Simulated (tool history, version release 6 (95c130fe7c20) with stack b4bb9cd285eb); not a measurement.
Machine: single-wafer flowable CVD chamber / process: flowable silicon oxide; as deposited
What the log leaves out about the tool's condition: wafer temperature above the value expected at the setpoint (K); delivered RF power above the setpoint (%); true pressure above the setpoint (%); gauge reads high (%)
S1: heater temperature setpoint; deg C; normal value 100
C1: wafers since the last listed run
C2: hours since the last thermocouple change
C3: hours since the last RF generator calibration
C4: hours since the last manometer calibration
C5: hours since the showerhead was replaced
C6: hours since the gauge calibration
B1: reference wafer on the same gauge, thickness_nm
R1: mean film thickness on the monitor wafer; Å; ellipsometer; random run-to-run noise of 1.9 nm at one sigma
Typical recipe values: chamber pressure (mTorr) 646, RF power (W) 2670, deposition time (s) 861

run 1 hour=0.0 | S1=97 chamber_pressure_(mTorr)=646 RF_power_(W)=2670 deposition_time_(s)=861 | C1=0 C2=2123.2 C3=1522.8 C4=714.2 C5=6218.1 C6=368.5 | B1=426.496 | R1=4887.99
run 2 hour=16.0 | S1=97 chamber_pressure_(mTorr)=646 RF_power_(W)=2670 deposition_time_(s)=861 | C1=45 C2=2139.2 C3=1538.8 C4=730.2 C5=6234.1 C6=384.5 | B1=425.814 | R1=4886.39
run 3 hour=30.2 | S1=100 chamber_pressure_(mTorr)=564 RF_power_(W)=2670 deposition_time_(s)=861 | C1=40 C2=2153.4 C3=1553.0 C4=744.4 C5=6248.3 C6=398.7 | B1=426.145 | R1=3936.70
run 4 hour=41.9 | S1=100 chamber_pressure_(mTorr)=544 RF_power_(W)=2670 deposition_time_(s)=861 | C1=33 C2=2165.1 C3=1564.7 C4=756.1 C5=6260.0 C6=410.4 | B1=426.735 | R1=3798.79
run 5 hour=48.8 | S1=100 chamber_pressure_(mTorr)=544 RF_power_(W)=2670 deposition_time_(s)=861 | C1=19 C2=2172.0 C3=1571.6 C4=763.0 C5=6266.9 C6=417.3 | B1=426.304 | R1=3810.80
run 6 hour=56.6 | S1=100 chamber_pressure_(mTorr)=544 RF_power_(W)=2670 deposition_time_(s)=861 | C1=22 C2=2179.8 C3=1579.4 C4=770.8 C5=6274.7 C6=425.1 | B1=426.868 | R1=3800.53
run 7 hour=68.5 | S1=100 chamber_pressure_(mTorr)=646 RF_power_(W)=2670 deposition_time_(s)=861 | C1=33 C2=2191.7 C3=1591.3 C4=782.7 C5=6286.6 C6=437.0 | B1=427.721 | R1=4514.64
run 8 hour=77.0 | S1=100 chamber_pressure_(mTorr)=646 RF_power_(W)=2670 deposition_time_(s)=861 | C1=24 C2=2200.2 C3=1599.8 C4=791.2 C5=6295.1 C6=445.5 | B1=426.969 | R1=4527.36
run 9 hour=85.0 | S1=100 chamber_pressure_(mTorr)=646 RF_power_(W)=2670 deposition_time_(s)=861 | C1=22 C2=2208.2 C3=1607.8 C4=799.2 C5=6303.1 C6=453.5 | B1=426.103 | R1=4511.85
run 10 hour=95.8 | S1=108 chamber_pressure_(mTorr)=646 RF_power_(W)=2670 deposition_time_(s)=861 | C1=30 C2=2219.0 C3=1618.6 C4=810.0 C5=6313.9 C6=464.3 | B1=426.971 | R1=3554.12
run 11 hour=113.4 | S1=100 chamber_pressure_(mTorr)=646 RF_power_(W)=2670 deposition_time_(s)=861 | C1=49 C2=2236.6 C3=1636.2 C4=827.6 C5=6331.5 C6=481.9 | B1=426.561 | R1=4546.58
run 12 hour=124.9 | S1=100 chamber_pressure_(mTorr)=646 RF_power_(W)=2835 deposition_time_(s)=940 | C1=32 C2=2248.1 C3=1647.7 C4=839.1 C5=6343.0 C6=493.4 | B1=426.108 | R1=4988.69
run 13 hour=134.9 | S1=100 chamber_pressure_(mTorr)=687 RF_power_(W)=2670 deposition_time_(s)=921 | C1=28 C2=2258.1 C3=1657.7 C4=849.1 C5=6353.0 C6=503.4 | B1=427.170 | R1=5199.11
run 14 hour=141.9 | S1=100 chamber_pressure_(mTorr)=646 RF_power_(W)=2315 deposition_time_(s)=861 | C1=19 C2=2265.1 C3=1664.7 C4=856.1 C5=6360.0 C6=510.4 | B1=425.908 | R1=4370.28
run 15 hour=152.1 | S1=89 chamber_pressure_(mTorr)=534 RF_power_(W)=2245 deposition_time_(s)=905 | C1=28 C2=2275.3 C3=1674.9 C4=866.3 C5=6370.2 C6=520.6 | B1=426.929 | R1=5234.54
-- hour=185.5 gauge calibrated
run 16 hour=205.7 | S1=100 chamber_pressure_(mTorr)=564 RF_power_(W)=2670 deposition_time_(s)=861 | C1=151 C2=2328.9 C3=1728.5 C4=919.9 C5=6423.8 C6=20.2 | B1=426.942 | R1=3986.55
-- hour=215.6 capacitance manometer re-zeroed and calibrated
-- hour=219.1 RF generator calibrated
run 17 hour=219.6 | S1=100 chamber_pressure_(mTorr)=646 RF_power_(W)=2670 deposition_time_(s)=815 | C1=6 C2=2342.8 C3=0.5 C4=4.0 C5=6437.7 C6=34.1 | B1=427.353 | R1=4032.75
run 18 hour=226.8 | S1=100 chamber_pressure_(mTorr)=646 RF_power_(W)=2670 deposition_time_(s)=713 | C1=20 C2=2350.0 C3=7.7 C4=11.2 C5=6444.9 C6=41.3 | B1=426.747 | R1=3535.24
-- hour=237.3 showerhead replaced
run 19 hour=241.4 | S1=100 chamber_pressure_(mTorr)=646 RF_power_(W)=2670 deposition_time_(s)=861 | C1=18 C2=2364.6 C3=22.3 C4=25.8 C5=4.1 C6=55.9 | B1=427.035 | R1=4266.64
-- hour=254.9 thermocouple changed; heater temperature recalibrated
run 20 hour=255.4 | S1=100 chamber_pressure_(mTorr)=646 RF_power_(W)=2670 deposition_time_(s)=737 | C1=16 C2=0.5 C3=36.3 C4=39.8 C5=18.1 C6=69.9 | B1=427.307 | R1=3644.15
run 21 hour=256.0 | S1=91 chamber_pressure_(mTorr)=646 RF_power_(W)=2295 deposition_time_(s)=861 | C1=1 C2=1.1 C3=36.9 C4=40.4 C5=18.7 C6=70.5 | B1=427.094 | R1=5334.15
run 22 hour=272.4 | S1=100 chamber_pressure_(mTorr)=646 RF_power_(W)=3135 deposition_time_(s)=861 | C1=46 C2=17.5 C3=53.3 C4=56.8 C5=35.1 C6=86.9 | B1=427.491 | R1=4367.63
run 23 hour=284.6 | S1=111 chamber_pressure_(mTorr)=646 RF_power_(W)=3075 deposition_time_(s)=861 | C1=34 C2=29.7 C3=65.5 C4=69.0 C5=47.3 C6=99.1 | B1=427.478 | R1=3192.79
run 24 hour=297.3 | S1=100 chamber_pressure_(mTorr)=763 RF_power_(W)=2670 deposition_time_(s)=780 | C1=35 C2=42.4 C3=78.2 C4=81.7 C5=60.0 C6=111.8 | B1=426.834 | R1=4625.82
run 25 hour=319.2 | S1=100 chamber_pressure_(mTorr)=594 RF_power_(W)=2860 deposition_time_(s)=999 | C1=61 C2=64.3 C3=100.1 C4=103.6 C5=81.9 C6=133.7 | B1=427.924 | R1=4636.00
run 26 hour=330.8 | S1=100 chamber_pressure_(mTorr)=728 RF_power_(W)=2670 deposition_time_(s)=927 | C1=32 C2=75.9 C3=111.7 C4=115.2 C5=93.5 C6=145.3 | B1=426.257 | R1=5216.08
run 27 hour=336.9 | S1=100 chamber_pressure_(mTorr)=646 RF_power_(W)=2670 deposition_time_(s)=861 | C1=17 C2=82.0 C3=117.8 C4=121.3 C5=99.6 C6=151.4 | B1=427.029 | R1=4324.20
run 28 hour=344.8 | S1=100 chamber_pressure_(mTorr)=646 RF_power_(W)=2670 deposition_time_(s)=952 | C1=22 C2=89.9 C3=125.7 C4=129.2 C5=107.5 C6=159.3 | B1=427.505 | R1=4764.43
run 29 hour=351.1 | S1=100 chamber_pressure_(mTorr)=568 RF_power_(W)=2670 deposition_time_(s)=710 | C1=17 C2=96.2 C3=132.0 C4=135.5 C5=113.8 C6=165.6 | B1=427.871 | R1=3118.14

Run by run, hidden condition taken away, random variation retained:
run=1 R1=4605.95
run=2 R1=4598.40
run=3 R1=3691.72
run=4 R1=3558.85
run=5 R1=3568.01
run=6 R1=3556.04
run=7 R1=4230.35
run=8 R1=4239.32
run=9 R1=4222.03
run=10 R1=3322.89
run=11 R1=4244.69
run=12 R1=4653.07
run=13 R1=4845.40
run=14 R1=4070.63
run=15 R1=4858.36
run=16 R1=3684.68
run=17 R1=4004.22
run=18 R1=3508.08
run=19 R1=4228.59
run=20 R1=3607.35
run=21 R1=5280.02
run=22 R1=4317.28
run=23 R1=3152.72
run=24 R1=4564.91
run=25 R1=4561.70
run=26 R1=5130.47
run=27 R1=4251.02
run=28 R1=4680.68
run=29 R1=3059.58

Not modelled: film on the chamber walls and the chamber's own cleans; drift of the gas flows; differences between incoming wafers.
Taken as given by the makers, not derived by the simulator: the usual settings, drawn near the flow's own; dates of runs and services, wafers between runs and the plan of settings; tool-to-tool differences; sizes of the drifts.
